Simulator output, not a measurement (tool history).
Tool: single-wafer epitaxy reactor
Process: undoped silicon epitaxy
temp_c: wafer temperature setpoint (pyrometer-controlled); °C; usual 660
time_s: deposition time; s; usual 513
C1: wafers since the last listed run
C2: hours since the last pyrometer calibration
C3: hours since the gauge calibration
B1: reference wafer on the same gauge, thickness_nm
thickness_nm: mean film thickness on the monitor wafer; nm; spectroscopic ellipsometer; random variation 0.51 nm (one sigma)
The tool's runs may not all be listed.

Run 1, day 0.000: usual settings; C1 0; C2 576.7; C3 926.8; B1 84.072. Result: thickness_nm 98.323 nm.
Run 2, day 1.871: usual settings; C1 227; C2 621.6; C3 971.7; B1 83.975. Result: thickness_nm 97.748 nm.
Run 3, day 9.246: usual settings; C1 895; C2 798.6; C3 1148.7; B1 84.001. Result: thickness_nm 96.979 nm.
Run 4, day 11.200: usual settings but temp_c 666 °C; C1 237; C2 845.5; C3 1195.6; B1 84.041. Result: thickness_nm 107.975 nm.
Run 5, day 12.667: usual settings but temp_c 666 °C; C1 178; C2 880.7; C3 1230.8; B1 84.071. Result: thickness_nm 108.917 nm.
Run 6, day 14.867: usual settings; C1 267; C2 933.5; C3 1283.6; B1 83.904. Result: thickness_nm 96.980 nm.
Run 7, day 16.829: usual settings; C1 238; C2 980.6; C3 1330.7; B1 83.872. Result: thickness_nm 96.778 nm.
Run 8, day 19.408: usual settings; C1 313; C2 1042.5; C3 1392.6; B1 84.094. Result: thickness_nm 96.196 nm.
Run 9, day 20.717: usual settings; C1 158; C2 1073.9; C3 1424.0; B1 84.014. Result: thickness_nm 96.578 nm.
Run 10, day 22.529: usual settings; C1 220; C2 1117.4; C3 1467.5; B1 84.034. Result: thickness_nm 95.623 nm.
Run 11, day 24.429: usual settings but time_s 561 s; C1 230; C2 1163.0; C3 1513.1; B1 84.019. Result: thickness_nm 105.172 nm.
Run 12, day 27.167: usual settings but time_s 561 s; C1 332; C2 1228.7; C3 1578.8; B1 84.109. Result: thickness_nm 104.339 nm.
Run 13, day 33.750: usual settings; C1 799; C2 1386.7; C3 1736.8; B1 83.974. Result: thickness_nm 94.460 nm.
At day 34.858: pyrometer calibrated.
Run 14, day 35.121: usual settings; C1 126; C2 6.3; C3 1769.7; B1 83.967. Result: thickness_nm 101.494 nm.
Run 15, day 37.121: usual settings; C1 242; C2 54.3; C3 1817.7; B1 83.908. Result: thickness_nm 100.937 nm.
Run 16, day 40.042: usual settings; C1 354; C2 124.4; C3 1887.8; B1 84.033. Result: thickness_nm 100.743 nm.
At day 40.400: gauge calibrated.
Run 17, day 42.800: usual settings; C1 335; C2 190.6; C3 57.6; B1 84.047. Result: thickness_nm 100.089 nm.
Run 18, day 44.396: usual settings but temp_c 672 °C, time_s 434 s; C1 193; C2 228.9; C3 95.9; B1 83.920. Result: thickness_nm 105.441 nm.
Run 19, day 45.500: usual settings; C1 134; C2 255.4; C3 122.4; B1 83.886. Result: thickness_nm 100.120 nm.
Run 20, day 47.775: usual settings but temp_c 667 °C, time_s 473 s; C1 276; C2 310.0; C3 177.0; B1 83.954. Result: thickness_nm 104.626 nm.
Run 21, day 50.462: usual settings but time_s 487 s; C1 326; C2 374.5; C3 241.5; B1 83.890. Result: thickness_nm 93.868 nm.
Run 22, day 53.242: usual settings; C1 337; C2 441.2; C3 308.2; B1 84.069. Result: thickness_nm 98.631 nm.
Run 23, day 55.592: usual settings but temp_c 675 °C, time_s 425 s; C1 285; C2 497.6; C3 364.6; B1 84.038. Result: thickness_nm 108.760 nm.
Run 24, day 57.471: usual settings but temp_c 666 °C, time_s 556 s; C1 228; C2 542.7; C3 409.7; B1 83.973. Result: thickness_nm 118.578 nm.
Run 25, day 60.250: usual settings but temp_c 675 °C, time_s 425 s; C1 337; C2 609.4; C3 476.4; B1 84.109. Result: thickness_nm 107.539 nm.
Run 26, day 61.296: usual settings but temp_c 668 °C, time_s 457 s; C1 127; C2 634.5; C3 501.5; B1 84.023. Result: thickness_nm 101.133 nm.
Run 27, day 62.617: usual settings but temp_c 671 °C, time_s 564 s; C1 160; C2 666.2; C3 533.2; B1 84.039. Result: thickness_nm 132.591 nm.
Run 28, day 65.500: usual settings but temp_c 656 °C, time_s 584 s; C1 350; C2 735.4; C3 602.4; B1 83.987. Result: thickness_nm 102.311 nm.
Run 29, day 66.538: usual settings; C1 126; C2 760.3; C3 627.3; B1 83.954. Result: thickness_nm 98.011 nm.
Run 30, day 68.096: usual settings but temp_c 672 °C, time_s 577 s; C1 189; C2 797.7; C3 664.7; B1 84.051. Result: thickness_nm 137.138 nm.
Run 31, day 70.112: usual settings; C1 244; C2 846.1; C3 713.1; B1 83.930. Result: thickness_nm 95.895 nm.
Run 32, day 72.496: usual settings but time_s 607 s; C1 289; C2 903.3; C3 770.3; B1 84.063. Result: thickness_nm 114.779 nm.
Run 33, day 74.662: usual settings but temp_c 654 °C, time_s 544 s; C1 263; C2 955.3; C3 822.3; B1 83.979. Result: thickness_nm 91.929 nm.
Run 34, day 77.208: usual settings but temp_c 667 °C, time_s 450 s; C1 309; C2 1016.4; C3 883.4; B1 84.111. Result: thickness_nm 96.605 nm.

What the log doesn't show, run by run:
gauge reads high (%): 0 in every run
H1: wafer temperature above the value expected at the setpoint (K)
run      H1
  1   -1.54
  2   -1.66
  3   -2.11
  4   -2.24
  5   -2.33
  6   -2.46
  7   -2.58
  8   -2.74
  9   -2.83
 10   -2.94
 11   -3.06
 12   -3.23
 13   -3.63
 14  -0.123
 15  -0.247
 16  -0.428
 17  -0.599
 18  -0.698
 19  -0.767
 20  -0.908
 21   -1.07
 22   -1.25
 23   -1.39
 24   -1.51
 25   -1.68
 26   -1.75
 27   -1.83
 28   -2.01
 29   -2.07
 30   -2.17
 31   -2.29
 32   -2.44
 33   -2.57
 34   -2.73

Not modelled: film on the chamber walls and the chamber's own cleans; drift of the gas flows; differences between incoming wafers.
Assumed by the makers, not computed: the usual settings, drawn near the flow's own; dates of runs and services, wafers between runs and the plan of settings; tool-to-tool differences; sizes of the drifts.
